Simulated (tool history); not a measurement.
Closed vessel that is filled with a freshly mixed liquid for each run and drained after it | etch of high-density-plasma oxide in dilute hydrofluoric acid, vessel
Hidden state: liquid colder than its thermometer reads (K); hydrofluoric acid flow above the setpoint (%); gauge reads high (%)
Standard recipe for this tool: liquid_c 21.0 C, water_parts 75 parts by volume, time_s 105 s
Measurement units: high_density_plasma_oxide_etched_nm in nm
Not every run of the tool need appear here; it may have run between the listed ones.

run,hour,liquid_c,water_parts,time_s,wafers since the last listed run,hours since the thermometer was replaced,hours since the hydrofluoric acid flow meter was replaced,hours since the gauge calibration,"read-back film thickness of the high-density-plasma oxide reference wafer, read on the same gauge (nm)",high_density_plasma_oxide_etched_nm
1,0.0,21.0,100,105,0,841.6,400.8,1339.3,90.00,4.51
2,36.6,21.0,100,105,5206,878.2,437.4,1375.9,90.00,4.41
3,133.4,21.0,75,105,13770,975.0,534.2,1472.7,90.00,6.05
4,191.8,21.0,75,105,8308,1033.4,592.6,1531.1,89.98,6.12
5,236.5,21.0,75,105,6359,1078.1,637.3,1575.8,90.01,6.05
6,319.4,23.0,50,105,11793,1161.0,720.2,1658.7,90.00,10.17
7,369.3,23.0,50,105,7098,1210.9,770.1,1708.6,90.00,10.05
8,587.8,21.0,75,105,31084,1429.4,988.6,1927.1,90.01,5.99
9,630.7,21.0,75,105,6103,1472.3,1031.5,1970.0,90.00,6.03
# hour 657.5: thermometer replaced
10,698.1,21.0,75,55,9446,40.6,1098.9,2037.4,89.99,3.33
11,767.4,21.0,75,55,9858,109.9,1168.2,2106.7,90.00,3.38
# hour 775.5: gauge calibrated
12,820.0,21.0,75,55,7482,162.5,1220.8,44.5,89.99,3.35
13,865.9,21.0,95,105,6529,208.4,1266.7,90.4,89.99,4.88
14,961.6,22.0,75,105,13614,304.1,1362.4,186.1,90.00,6.54
15,1012.8,21.0,85,80,7283,355.3,1413.6,237.3,90.01,4.24
16,1062.0,25.0,90,105,6999,404.5,1462.8,286.5,90.01,6.06
17,1353.7,17.0,100,105,41497,696.2,1754.5,578.2,90.02,3.85
18,1439.3,21.0,75,105,12177,781.8,1840.1,663.8,90.00,6.34
19,1522.7,21.0,60,160,11864,865.2,1923.5,747.2,90.00,12.00
20,1603.3,21.0,75,105,11466,945.8,2004.1,827.8,89.98,6.09
# hour 1641.3: hydrofluoric acid flow meter replaced
21,1649.0,21.0,105,105,6359,991.5,7.7,873.5,89.98,4.23
22,1756.3,24.5,40,145,15264,1098.8,115.0,980.8,90.00,19.16
23,1808.7,21.0,55,105,7454,1151.2,167.4,1033.2,90.00,8.54
24,1917.3,24.0,40,45,15449,1259.8,276.0,1141.8,89.99,5.79
# hour 2140.6: thermometer replaced
25,2225.9,19.5,75,105,43759,85.3,584.6,1450.4,90.00,6.08
26,2279.5,21.0,60,125,7625,138.9,638.2,1504.0,90.01,9.54
27,2358.3,23.0,75,105,11210,217.7,717.0,1582.8,89.98,6.91
28,2397.3,18.0,50,105,5548,256.7,756.0,1621.8,90.01,8.61
29,2461.8,25.5,90,105,9175,321.2,820.5,1686.3,90.00,6.20
30,2633.5,25.5,100,105,24426,492.9,992.2,1858.0,90.02,5.44
31,2671.4,19.5,75,105,5391,530.8,1030.1,1895.9,89.99,5.96
32,2764.4,21.0,75,105,13230,623.8,1123.1,1988.9,90.01,6.26

Forecast each of these 4 alternatives for the next run:
A,2765.1,21.0,75,105,99,624.5,1123.8,1989.6,?,?
B,2765.1,24.5,75,105,99,624.5,1123.8,1989.6,?,?
C,2765.1,21.0,110,105,99,624.5,1123.8,1989.6,?,?
D,2765.1,25.0,110,50,99,624.5,1123.8,1989.6,?,?

run,"read-back film thickness of the high-density-plasma oxide reference wafer, read on the same gauge (nm)",high_density_plasma_oxide_etched_nm
A,90.01,6.20
B,90.01,7.15
C,90.01,4.06
D,90.01,2.27
The same runs, with their run-to-run variation unchanged, on a tool lacking any hidden condition would have given:
run,high_density_plasma_oxide_etched_nm
A,6.34
B,7.31
C,4.15
D,2.32
